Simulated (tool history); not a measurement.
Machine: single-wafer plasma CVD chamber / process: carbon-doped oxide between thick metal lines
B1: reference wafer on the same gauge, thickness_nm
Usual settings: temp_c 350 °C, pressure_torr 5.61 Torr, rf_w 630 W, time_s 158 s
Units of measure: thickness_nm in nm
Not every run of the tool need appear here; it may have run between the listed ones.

run 1 hour=0 | temp_c=350 pressure_torr=5.61 rf_w=630 time_s=158 | B1=1192.135 | thickness_nm=970.699
run 2 hour=43.7 | temp_c=350 pressure_torr=5.61 rf_w=630 time_s=158 | B1=1189.395 | thickness_nm=969.5
run 3 hour=114.8 | temp_c=350 pressure_torr=5.2 rf_w=630 time_s=158 | B1=1191.314 | thickness_nm=968.625
run 4 hour=146.5 | temp_c=350 pressure_torr=5.2 rf_w=630 time_s=158 | B1=1191.89 | thickness_nm=953.465
run 5 hour=185.2 | temp_c=350 pressure_torr=5.2 rf_w=630 time_s=158 | B1=1188.93 | thickness_nm=962.464
run 6 hour=230.1 | temp_c=350 pressure_torr=5.61 rf_w=630 time_s=158 | B1=1189.664 | thickness_nm=961.747
run 7 hour=267.2 | temp_c=350 pressure_torr=5.61 rf_w=630 time_s=158 | B1=1189.678 | thickness_nm=963.588
run 8 hour=299.5 | temp_c=350 pressure_torr=6.18 rf_w=630 time_s=158 | B1=1187.959 | thickness_nm=970.039
run 9 hour=357.1 | temp_c=350 pressure_torr=6.18 rf_w=630 time_s=158 | B1=1190.508 | thickness_nm=961.121
run 10 hour=411.8 | temp_c=350 pressure_torr=6.18 rf_w=630 time_s=158 | B1=1188.74 | thickness_nm=966.653
-- hour=469 RF generator calibrated
run 11 hour=469.5 | temp_c=350 pressure_torr=5.11 rf_w=630 time_s=158 | B1=1189.723 | thickness_nm=977.268
-- hour=492.1 capacitance manometer re-zeroed and calibrated
run 12 hour=492.6 | temp_c=350 pressure_torr=5.18 rf_w=565 time_s=158 | B1=1192.125 | thickness_nm=877.212
run 13 hour=518 | temp_c=350 pressure_torr=5.61 rf_w=630 time_s=184 | B1=1186.709 | thickness_nm=1156.873
run 14 hour=568.9 | temp_c=344 pressure_torr=5.61 rf_w=670 time_s=187 | B1=1188.776 | thickness_nm=1273.412
-- hour=634.1 thermocouple changed; heater temperature recalibrated
run 15 hour=634.6 | temp_c=346 pressure_torr=4.34 rf_w=550 time_s=147 | B1=1188.136 | thickness_nm=801.482
-- hour=650 gauge calibrated
run 16 hour=671.3 | temp_c=359 pressure_torr=5.61 rf_w=565 time_s=138 | B1=1189.674 | thickness_nm=750.371
run 17 hour=742.3 | temp_c=350 pressure_torr=5.61 rf_w=630 time_s=158 | B1=1189.946 | thickness_nm=983.079
run 18 hour=807.8 | temp_c=350 pressure_torr=5.61 rf_w=630 time_s=158 | B1=1188.913 | thickness_nm=981.011
run 19 hour=839 | temp_c=350 pressure_torr=5.61 rf_w=630 time_s=158 | B1=1188.659 | thickness_nm=976.834
-- hour=879.9 showerhead replaced
run 20 hour=910.3 | temp_c=340 pressure_torr=6.36 rf_w=730 time_s=158 | B1=1190.395 | thickness_nm=1166.039
run 21 hour=981.2 | temp_c=350 pressure_torr=6.06 rf_w=630 time_s=158 | B1=1191.041 | thickness_nm=980.038
run 22 hour=1006.1 | temp_c=350 pressure_torr=5.61 rf_w=545 time_s=132 | B1=1189.126 | thickness_nm=709.155
run 23 hour=1044.4 | temp_c=350 pressure_torr=6.71 rf_w=745 time_s=158 | B1=1189.483 | thickness_nm=1164.023
run 24 hour=1100.8 | temp_c=343 pressure_torr=6.49 rf_w=630 time_s=158 | B1=1187.195 | thickness_nm=1007.945
run 25 hour=1153.6 | temp_c=350 pressure_torr=5.61 rf_w=685 time_s=168 | B1=1187.309 | thickness_nm=1119.995
run 26 hour=1367.1 | temp_c=345 pressure_torr=5.61 rf_w=630 time_s=139 | B1=1190.639 | thickness_nm=866.077
run 27 hour=1397.5 | temp_c=342 pressure_torr=5.61 rf_w=630 time_s=158 | B1=1186.474 | thickness_nm=989.226

What if the next run were any one of these 5? Each begins from the tool's condition after run 27:
run A hour=1397.9 | temp_c=350 pressure_torr=4.86 rf_w=630 time_s=158 | B1=? | thickness_nm=?
run B hour=1397.9 | temp_c=359 pressure_torr=5.61 rf_w=630 time_s=158 | B1=? | thickness_nm=?
run C hour=1397.9 | temp_c=350 pressure_torr=5.61 rf_w=630 time_s=181 | B1=? | thickness_nm=?
run D hour=1397.9 | temp_c=350 pressure_torr=5.61 rf_w=630 time_s=132 | B1=? | thickness_nm=?
run E hour=1397.9 | temp_c=350 pressure_torr=5.61 rf_w=555 time_s=158 | B1=? | thickness_nm=?

run=A B1=1189.907 thickness_nm=957.125
run=B B1=1189.907 thickness_nm=945.786
run=C B1=1189.907 thickness_nm=1108.442
run=D B1=1189.907 thickness_nm=809.261
run=E B1=1189.907 thickness_nm=849.027
With the hidden condition removed and each run's random variation left untouched, the same runs would have given:
run=A thickness_nm=984.398
run=B thickness_nm=972.737
run=C thickness_nm=1140.028
run=D thickness_nm=832.322
run=E thickness_nm=874.37

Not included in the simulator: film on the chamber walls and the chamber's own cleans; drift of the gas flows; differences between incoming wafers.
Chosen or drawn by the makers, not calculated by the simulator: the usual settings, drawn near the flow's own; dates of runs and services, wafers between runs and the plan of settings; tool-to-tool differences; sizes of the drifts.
